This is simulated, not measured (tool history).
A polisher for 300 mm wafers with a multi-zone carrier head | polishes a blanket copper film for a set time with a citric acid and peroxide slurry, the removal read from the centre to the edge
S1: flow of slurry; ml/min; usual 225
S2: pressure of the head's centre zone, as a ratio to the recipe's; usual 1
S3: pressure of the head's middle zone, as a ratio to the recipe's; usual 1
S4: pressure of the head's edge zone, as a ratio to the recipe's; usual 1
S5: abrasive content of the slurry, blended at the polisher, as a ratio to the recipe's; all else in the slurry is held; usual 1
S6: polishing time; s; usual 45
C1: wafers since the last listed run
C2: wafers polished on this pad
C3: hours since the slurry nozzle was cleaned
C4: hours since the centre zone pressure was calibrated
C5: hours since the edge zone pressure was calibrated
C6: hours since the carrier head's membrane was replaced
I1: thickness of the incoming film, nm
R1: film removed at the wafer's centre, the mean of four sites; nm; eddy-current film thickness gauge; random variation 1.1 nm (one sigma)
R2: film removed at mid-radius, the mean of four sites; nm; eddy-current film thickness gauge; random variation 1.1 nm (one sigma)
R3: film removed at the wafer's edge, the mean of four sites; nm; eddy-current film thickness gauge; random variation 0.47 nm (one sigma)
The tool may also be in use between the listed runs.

run   hour   S1    S2    S3    S4   S5  S6   C1    C2     C3      C4      C5      C6     I1    R1    R2    R3
  1      0  225     1     1     1    1  45    0  1107   76.6    1164  1136.6  1176.7  807.6    69  68.7  67.2
      15.8  -- worn pad replaced by a new one
  2   26.8  225     1     1     1    1  45  304   146  103.4  1190.8  1163.4  1203.5  825.6  73.1  76.1  73.2
  3   37.7  225     1     1     1    1  45  145   291  114.3  1201.7  1174.3  1214.4  815.1  72.6  75.1  71.8
  4   46.5  225     1     1     1    1  45  117   409  123.1  1210.5  1183.1  1223.2  813.7  74.5  75.9  73.2
  5     61  225     1     1     1    1  45  193   602  137.6    1225  1197.6  1237.7  823.1  70.9  71.2  72.4
  6   68.1  225     1     1     1    1  45   94   697  144.7  1232.1  1204.7  1244.8  805.7  72.2  73.8  70.5
  7   84.8  225     1  0.97     1    1  45  222   920  161.4  1248.8  1221.4  1261.5  819.7  69.6  69.9  69.1
  8     94  225     1     1     1    1  45  122  1042  170.6    1258  1230.6  1270.7  812.6  68.1  72.4  67.7
  9  105.6  225     1     1     1    1  45  154  1197  182.2  1269.6  1242.2  1282.3  809.5    65  68.5  66.4
 10  112.2  225     1     1  0.97    1  45   88  1285  188.8  1276.2  1248.8  1288.9  804.3  66.4  66.9  63.9
 11  122.6  225     1     1     1    1  45  138  1424  199.2  1286.6  1259.2  1299.3  808.5  63.3  63.7  63.4
     130.8  -- worn pad replaced by a new one
     136.1  -- carrier head's membrane replaced by a new one
 12  136.6  225     1     1     1    1  51   66    10  213.2  1300.6  1273.2     0.5  816.8  85.3  85.1  82.7
 13    137  225   0.9     1     1    1  45    5    15  213.6    1301  1273.6     0.9  811.2  67.3    76  73.8
 14  152.4  225     1  1.09     1  0.8  45  205   220    229  1316.4    1289    16.3  823.5    70  76.5  70.5
 15  160.1  285     1     1  0.96    1  45  102   323  236.7  1324.1  1296.7      24  800.8  75.1    77  71.9
     165.2  -- edge zone pressure recalibrated
 16  169.3  225     1     1  1.08    1  37   96   419  245.9  1333.3     4.1    33.2  812.5  60.5  60.5  60.7
 17  177.6  175     1     1  0.91  0.9  51  110   530  254.2  1341.6    12.4    41.5  807.9  76.5  78.7  73.5
     186.8  -- slurry nozzle cleaned
     187.5  -- centre zone pressure recalibrated
 18  215.8  225  1.05     1     1    1  39  487  1018     29    28.3    50.6    79.7  822.3  62.3  60.1  58.1
     231.6  -- worn pad replaced by a new one
 19  232.1  225     1     1     1    1  45  164     6   45.3    44.6    66.9      96    809    73  74.6  73.7
 20  235.7  170     1     1     1    1  45   48    54   48.9    48.2    70.5    99.6  816.5  67.4  71.3  69.3
 21  249.8  225     1  1.12     1    1  45  188   242     63    62.3    84.6   113.7  803.1  73.4  82.2  72.4
 22  259.2  225     1     1     1    1  45  125   367   72.4    71.7      94   123.1  806.1  71.9  75.5  72.5
 23  268.4  225  0.94  0.92   0.9    1  49  122   490   81.6    80.9   103.2   132.3  796.1  74.2  76.9    74

3 ways to go on from here, each from the tool as it stands after run 23. What would each give?
  A  268.8  225     1   1   1   1  45   5  495  82  81.3  103.6  132.7  811.6   ?   ?   ?
  B  268.8  225  0.96   1   1   1  35   5  495  82  81.3  103.6  132.7  811.6   ?   ?   ?
  C  268.8  225  1.09   1   1   1  45   5  495  82  81.3  103.6  132.7  811.6   ?   ?   ?

run    R1    R2    R3
  A  72.8  73.3  71.2
  B  54.4    57  55.4
  C  79.4  73.3  71.2
Without the tool's hidden state the same runs would have given:
run    R1    R2    R3
  A  75.1  75.6  73.5
  B  56.1  58.8  57.1
  C  81.9  75.6  73.5
